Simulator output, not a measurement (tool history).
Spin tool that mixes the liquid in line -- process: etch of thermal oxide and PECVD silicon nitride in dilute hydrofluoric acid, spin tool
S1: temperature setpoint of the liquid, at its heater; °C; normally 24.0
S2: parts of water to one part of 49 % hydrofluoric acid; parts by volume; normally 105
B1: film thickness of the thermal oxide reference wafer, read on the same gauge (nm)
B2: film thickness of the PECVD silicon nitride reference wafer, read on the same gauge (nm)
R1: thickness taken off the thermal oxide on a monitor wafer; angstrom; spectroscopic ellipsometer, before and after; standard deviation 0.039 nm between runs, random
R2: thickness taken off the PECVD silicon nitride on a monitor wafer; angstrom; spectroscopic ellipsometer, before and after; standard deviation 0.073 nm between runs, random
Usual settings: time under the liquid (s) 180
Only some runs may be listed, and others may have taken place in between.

Run 1, hour 0.0: usual settings; B1 80.01; B2 29.99. Result: R1 90.3 angstrom, R2 92.9 angstrom.
Run 2, hour 41.8: usual settings; B1 79.99; B2 30.00. Result: R1 91.4 angstrom, R2 92.1 angstrom.
Run 3, hour 76.1: usual settings; B1 80.00; B2 30.02. Result: R1 90.6 angstrom, R2 90.5 angstrom.
Run 4, hour 110.6: usual settings; B1 80.00; B2 30.02. Result: R1 91.1 angstrom, R2 91.1 angstrom.
Run 5, hour 145.5: usual settings; B1 80.00; B2 30.01. Result: R1 90.8 angstrom, R2 91.6 angstrom.
Run 6, hour 211.5: usual settings; B1 80.00; B2 29.97. Result: R1 91.5 angstrom, R2 91.8 angstrom.
Run 7, hour 229.6: usual settings; B1 79.98; B2 30.01. Result: R1 91.1 angstrom, R2 92.7 angstrom.
At hour 231.3: gauge calibrated.
Run 8, hour 264.0: usual settings; B1 80.02; B2 29.99. Result: R1 91.2 angstrom, R2 94.0 angstrom.
At hour 306.8: thermometer replaced.
Run 9, hour 358.7: usual settings; B1 80.00; B2 30.00. Result: R1 83.2 angstrom, R2 78.6 angstrom.
At hour 371.5: hydrofluoric acid flow meter replaced.
Run 10, hour 372.7: usual settings; B1 80.01; B2 30.00. Result: R1 83.6 angstrom, R2 80.4 angstrom.
Run 11, hour 401.0: usual settings but S1 22.5 °C, S2 140 parts by volume; B1 79.99; B2 29.96. Result: R1 56.5 angstrom, R2 54.1 angstrom.
Run 12, hour 420.6: usual settings but S1 26.0 °C, S2 135 parts by volume, time under the liquid (s) 210; B1 80.00; B2 30.04. Result: R1 77.8 angstrom, R2 81.5 angstrom.
Run 13, hour 454.1: usual settings but S1 20.5 °C, S2 140 parts by volume, time under the liquid (s) 90; B1 80.02; B2 29.99. Result: R1 26.1 angstrom, R2 23.8 angstrom.
Run 14, hour 475.4: usual settings but S2 70 parts by volume; B1 80.01; B2 30.01. Result: R1 131.3 angstrom, R2 121.9 angstrom.
Run 15, hour 490.7: usual settings but S2 145 parts by volume; B1 80.01; B2 29.99. Result: R1 57.6 angstrom, R2 57.3 angstrom.
Run 16, hour 503.1: usual settings; B1 80.03; B2 30.04. Result: R1 83.8 angstrom, R2 79.6 angstrom.
Run 17, hour 517.7: usual settings but S1 26.0 °C, S2 135 parts by volume, time under the liquid (s) 210; B1 80.00; B2 29.99. Result: R1 79.3 angstrom, R2 82.9 angstrom.
Run 18, hour 545.9: usual settings; B1 79.97; B2 29.98. Result: R1 83.3 angstrom, R2 80.0 angstrom.
Run 19, hour 565.7: usual settings; B1 80.04; B2 30.01. Result: R1 83.6 angstrom, R2 80.1 angstrom.
Run 20, hour 595.8: usual settings but S2 85 parts by volume, time under the liquid (s) 100; B1 80.01; B2 29.98. Result: R1 58.9 angstrom, R2 54.6 angstrom.
Run 21, hour 617.2: usual settings but S1 19.5 °C; B1 80.00; B2 30.00. Result: R1 69.6 angstrom, R2 59.6 angstrom.

Give the tool's hidden conditions for every run:
hydrofluoric acid flow below the setpoint (%): 0 at every run
gauge reads high (%): 0 at every run
H1: liquid hotter than its thermometer reads (K)
run     H1
  1    2.7
  2   2.73
  3   2.76
  4   2.79
  5   2.82
  6   2.87
  7   2.89
  8   2.92
  9  0.489
 10  0.501
 11  0.525
 12  0.541
 13  0.569
 14  0.587
 15    0.6
 16  0.611
 17  0.623
 18  0.647
 19  0.663
 20  0.689
 21  0.707

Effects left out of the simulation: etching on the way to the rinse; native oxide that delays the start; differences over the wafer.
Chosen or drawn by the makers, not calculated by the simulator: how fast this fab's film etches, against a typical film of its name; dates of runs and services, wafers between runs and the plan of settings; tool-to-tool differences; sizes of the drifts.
